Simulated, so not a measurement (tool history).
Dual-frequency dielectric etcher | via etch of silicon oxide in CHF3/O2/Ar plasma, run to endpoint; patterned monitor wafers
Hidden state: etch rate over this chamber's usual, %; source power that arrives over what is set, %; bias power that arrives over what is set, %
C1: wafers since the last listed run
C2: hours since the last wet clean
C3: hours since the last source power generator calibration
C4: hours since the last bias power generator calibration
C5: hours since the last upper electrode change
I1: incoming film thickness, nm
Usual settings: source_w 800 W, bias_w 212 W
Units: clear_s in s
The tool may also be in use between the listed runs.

run 1 hour=0.0 | source_w=800 bias_w=183 | C1=0 C2=208.9 C3=2977.1 C4=4665.2 C5=4757.7 | I1=531.0 | clear_s=244.5
run 2 hour=13.8 | source_w=800 bias_w=212 | C1=47 C2=222.7 C3=2990.9 C4=4679.0 C5=4771.5 | I1=527.9 | clear_s=226.0
run 3 hour=20.6 | source_w=800 bias_w=212 | C1=23 C2=229.5 C3=2997.7 C4=4685.8 C5=4778.3 | I1=527.3 | clear_s=230.4
run 4 hour=35.7 | source_w=640 bias_w=212 | C1=52 C2=244.6 C3=3012.8 C4=4700.9 C5=4793.4 | I1=527.2 | clear_s=241.7
-- hour=60.6 upper electrode replaced
run 5 hour=61.1 | source_w=640 bias_w=212 | C1=4 C2=270.0 C3=3038.2 C4=4726.3 C5=0.5 | I1=533.4 | clear_s=246.9
run 6 hour=61.5 | source_w=890 bias_w=212 | C1=1 C2=270.4 C3=3038.6 C4=4726.7 C5=0.9 | I1=533.2 | clear_s=224.2
run 7 hour=61.9 | source_w=890 bias_w=212 | C1=1 C2=270.8 C3=3039.0 C4=4727.1 C5=1.3 | I1=529.9 | clear_s=219.2
run 8 hour=69.1 | source_w=890 bias_w=212 | C1=24 C2=278.0 C3=3046.2 C4=4734.3 C5=8.5 | I1=538.8 | clear_s=222.6
-- hour=80.8 source power generator calibrated
run 9 hour=81.3 | source_w=910 bias_w=173 | C1=28 C2=290.2 C3=0.5 C4=4746.5 C5=20.7 | I1=533.5 | clear_s=239.1
run 10 hour=89.7 | source_w=710 bias_w=212 | C1=29 C2=298.6 C3=8.9 C4=4754.9 C5=29.1 | I1=532.4 | clear_s=238.9
run 11 hour=105.9 | source_w=800 bias_w=212 | C1=56 C2=314.8 C3=25.1 C4=4771.1 C5=45.3 | I1=534.3 | clear_s=230.9
-- hour=136.3 wet clean of the chamber
run 12 hour=136.8 | source_w=800 bias_w=212 | C1=23 C2=0.5 C3=56.0 C4=4802.0 C5=76.2 | I1=533.6 | clear_s=230.2
run 13 hour=137.2 | source_w=800 bias_w=164 | C1=1 C2=0.9 C3=56.4 C4=4802.4 C5=76.6 | I1=526.4 | clear_s=254.6
-- hour=141.9 bias power generator calibrated
run 14 hour=142.4 | source_w=960 bias_w=212 | C1=4 C2=6.1 C3=61.6 C4=0.5 C5=81.8 | I1=533.7 | clear_s=217.1
run 15 hour=144.4 | source_w=970 bias_w=166 | C1=6 C2=8.1 C3=63.6 C4=2.5 C5=83.8 | I1=533.1 | clear_s=242.1
run 16 hour=151.9 | source_w=970 bias_w=163 | C1=25 C2=15.6 C3=71.1 C4=10.0 C5=91.3 | I1=532.3 | clear_s=237.8
run 17 hour=159.2 | source_w=970 bias_w=166 | C1=25 C2=22.9 C3=78.4 C4=17.3 C5=98.6 | I1=532.4 | clear_s=238.9
run 18 hour=171.2 | source_w=1000 bias_w=165 | C1=41 C2=34.9 C3=90.4 C4=29.3 C5=110.6 | I1=525.4 | clear_s=233.8
run 19 hour=179.6 | source_w=610 bias_w=188 | C1=29 C2=43.3 C3=98.8 C4=37.7 C5=119.0 | I1=531.2 | clear_s=263.9

Forecast each of these 3 alternatives for the next run:
run A hour=180.1 | source_w=800 bias_w=229 | C1=1 C2=43.8 C3=99.3 C4=38.2 C5=119.5 | I1=535.0 | clear_s=?
run B hour=180.1 | source_w=720 bias_w=250 | C1=1 C2=43.8 C3=99.3 C4=38.2 C5=119.5 | I1=535.0 | clear_s=?
run C hour=180.1 | source_w=960 bias_w=228 | C1=1 C2=43.8 C3=99.3 C4=38.2 C5=119.5 | I1=535.0 | clear_s=?

run=A clear_s=220.2
run=B clear_s=219.1
run=C clear_s=207.4
Without the tool's hidden state the same runs would have given:
run=A clear_s=220.2
run=B clear_s=219.1
run=C clear_s=207.4

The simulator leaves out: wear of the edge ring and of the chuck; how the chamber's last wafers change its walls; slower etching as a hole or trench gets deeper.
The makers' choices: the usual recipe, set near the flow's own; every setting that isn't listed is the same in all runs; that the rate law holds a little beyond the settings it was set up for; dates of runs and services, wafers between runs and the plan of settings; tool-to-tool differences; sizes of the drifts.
